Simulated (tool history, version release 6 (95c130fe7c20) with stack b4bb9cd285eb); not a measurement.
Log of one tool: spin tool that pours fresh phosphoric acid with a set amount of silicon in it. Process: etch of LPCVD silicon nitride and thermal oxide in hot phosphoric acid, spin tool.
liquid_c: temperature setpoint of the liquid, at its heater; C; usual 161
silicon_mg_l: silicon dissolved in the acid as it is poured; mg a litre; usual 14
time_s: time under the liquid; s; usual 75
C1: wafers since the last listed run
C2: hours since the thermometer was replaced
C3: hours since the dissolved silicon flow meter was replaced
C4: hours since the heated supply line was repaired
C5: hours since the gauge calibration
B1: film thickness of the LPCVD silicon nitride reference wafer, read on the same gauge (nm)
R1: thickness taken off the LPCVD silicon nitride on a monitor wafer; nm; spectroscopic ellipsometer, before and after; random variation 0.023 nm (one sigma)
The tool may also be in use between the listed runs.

{"run": 1, "hour": 0.0, "liquid_c": 161, "silicon_mg_l": 21, "time_s": 35, "C1": 0, "C2": 2385.7, "C3": 1225.6, "C4": 2232.1, "C5": 15.2, "B1": 70, "R1": 2.7}
{"run": 2, "hour": 11.2, "liquid_c": 158.5, "silicon_mg_l": 14, "time_s": 75, "C1": 87, "C2": 2396.9, "C3": 1236.8, "C4": 2243.3, "C5": 26.4, "B1": 69.97, "R1": 5.33}
{"run": 3, "hour": 23.7, "liquid_c": 161, "silicon_mg_l": 14, "time_s": 75, "C1": 98, "C2": 2409.4, "C3": 1249.3, "C4": 2255.8, "C5": 38.9, "B1": 69.96, "R1": 5.78}
{"run": 4, "hour": 39.9, "liquid_c": 163, "silicon_mg_l": 4, "time_s": 75, "C1": 127, "C2": 2425.6, "C3": 1265.5, "C4": 2272, "C5": 55.1, "B1": 70.02, "R1": 6.2}
{"hour": 45.2, "done": "dissolved silicon flow meter replaced"}
{"run": 5, "hour": 55.3, "liquid_c": 161, "silicon_mg_l": 14, "time_s": 110, "C1": 112, "C2": 2441, "C3": 10.1, "C4": 2287.4, "C5": 70.5, "B1": 69.97, "R1": 8.55}
{"run": 6, "hour": 98.9, "liquid_c": 158, "silicon_mg_l": 9.5, "time_s": 110, "C1": 341, "C2": 2484.6, "C3": 53.7, "C4": 2331, "C5": 114.1, "B1": 69.99, "R1": 7.71}
{"run": 7, "hour": 113.2, "liquid_c": 160, "silicon_mg_l": 14, "time_s": 75, "C1": 112, "C2": 2498.9, "C3": 68, "C4": 2345.3, "C5": 128.4, "B1": 69.98, "R1": 5.63}
{"run": 8, "hour": 129.1, "liquid_c": 163.5, "silicon_mg_l": 14, "time_s": 75, "C1": 124, "C2": 2514.8, "C3": 83.9, "C4": 2361.2, "C5": 144.3, "B1": 69.99, "R1": 6.32}
{"hour": 130.1, "done": "thermometer replaced"}
{"run": 9, "hour": 137.3, "liquid_c": 161, "silicon_mg_l": 14, "time_s": 75, "C1": 56, "C2": 7.2, "C3": 92.1, "C4": 2369.4, "C5": 152.5, "B1": 69.98, "R1": 5.45}
{"run": 10, "hour": 148.5, "liquid_c": 161, "silicon_mg_l": 5.5, "time_s": 75, "C1": 87, "C2": 18.4, "C3": 103.3, "C4": 2380.6, "C5": 163.7, "B1": 70, "R1": 5.41}
{"run": 11, "hour": 165.1, "liquid_c": 161, "silicon_mg_l": 14, "time_s": 75, "C1": 130, "C2": 35, "C3": 119.9, "C4": 2397.2, "C5": 180.3, "B1": 69.98, "R1": 5.46}
{"hour": 178.0, "done": "heated supply line repaired"}
{"run": 12, "hour": 178.5, "liquid_c": 161, "silicon_mg_l": 14, "time_s": 85, "C1": 97, "C2": 48.4, "C3": 133.3, "C4": 0.5, "C5": 193.7, "B1": 70.05, "R1": 6.98}
{"run": 13, "hour": 192.2, "liquid_c": 161, "silicon_mg_l": 18.5, "time_s": 40, "C1": 107, "C2": 62.1, "C3": 147, "C4": 14.2, "C5": 207.4, "B1": 70, "R1": 3.27}
{"run": 14, "hour": 208.2, "liquid_c": 163, "silicon_mg_l": 14, "time_s": 105, "C1": 125, "C2": 78.1, "C3": 163, "C4": 30.2, "C5": 223.4, "B1": 70.03, "R1": 9.18}
{"run": 15, "hour": 226.2, "liquid_c": 158.5, "silicon_mg_l": 20, "time_s": 75, "C1": 141, "C2": 96.1, "C3": 181, "C4": 48.2, "C5": 241.4, "B1": 69.97, "R1": 5.66}
{"run": 16, "hour": 234.5, "liquid_c": 161, "silicon_mg_l": 14, "time_s": 75, "C1": 65, "C2": 104.4, "C3": 189.3, "C4": 56.5, "C5": 249.7, "B1": 69.98, "R1": 6.15}
{"run": 17, "hour": 247.7, "liquid_c": 161, "silicon_mg_l": 10, "time_s": 100, "C1": 103, "C2": 117.6, "C3": 202.5, "C4": 69.7, "C5": 262.9, "B1": 70.01, "R1": 8.23}
{"run": 18, "hour": 256.3, "liquid_c": 161, "silicon_mg_l": 14, "time_s": 100, "C1": 67, "C2": 126.2, "C3": 211.1, "C4": 78.3, "C5": 271.5, "B1": 70.01, "R1": 8.2}
{"run": 19, "hour": 286.3, "liquid_c": 161, "silicon_mg_l": 18.5, "time_s": 100, "C1": 235, "C2": 156.2, "C3": 241.1, "C4": 108.3, "C5": 301.5, "B1": 70, "R1": 8.17}
{"run": 20, "hour": 297.7, "liquid_c": 161, "silicon_mg_l": 14, "time_s": 115, "C1": 89, "C2": 167.6, "C3": 252.5, "C4": 119.7, "C5": 312.9, "B1": 70, "R1": 9.37}
{"run": 21, "hour": 314.2, "liquid_c": 161, "silicon_mg_l": 14, "time_s": 55, "C1": 129, "C2": 184.1, "C3": 269, "C4": 136.2, "C5": 329.4, "B1": 70.01, "R1": 4.49}

5 ways to go on from here, each from the tool as it stands after run 21. What would each give?
{"run": "A", "hour": 314.6, "liquid_c": 161, "silicon_mg_l": 14, "time_s": 35, "C1": 3, "C2": 184.5, "C3": 269.4, "C4": 136.6, "C5": 329.8, "B1": "?", "R1": "?"}
{"run": "B", "hour": 314.6, "liquid_c": 163.5, "silicon_mg_l": 6, "time_s": 75, "C1": 3, "C2": 184.5, "C3": 269.4, "C4": 136.6, "C5": 329.8, "B1": "?", "R1": "?"}
{"run": "C", "hour": 314.6, "liquid_c": 162.5, "silicon_mg_l": 21.5, "time_s": 75, "C1": 3, "C2": 184.5, "C3": 269.4, "C4": 136.6, "C5": 329.8, "B1": "?", "R1": "?"}
{"run": "D", "hour": 314.6, "liquid_c": 162, "silicon_mg_l": 14, "time_s": 75, "C1": 3, "C2": 184.5, "C3": 269.4, "C4": 136.6, "C5": 329.8, "B1": "?", "R1": "?"}
{"run": "E", "hour": 314.6, "liquid_c": 161, "silicon_mg_l": 17, "time_s": 105, "C1": 3, "C2": 184.5, "C3": 269.4, "C4": 136.6, "C5": 329.8, "B1": "?", "R1": "?"}

run=A B1=70.01 R1=2.86
run=B B1=70.01 R1=6.66
run=C B1=70.01 R1=6.45
run=D B1=70.01 R1=6.34
run=E B1=70.01 R1=8.58
Without the tool's hidden state the same runs would have given:
run=A R1=2.87
run=B R1=6.69
run=C R1=6.47
run=D R1=6.37
run=E R1=8.62

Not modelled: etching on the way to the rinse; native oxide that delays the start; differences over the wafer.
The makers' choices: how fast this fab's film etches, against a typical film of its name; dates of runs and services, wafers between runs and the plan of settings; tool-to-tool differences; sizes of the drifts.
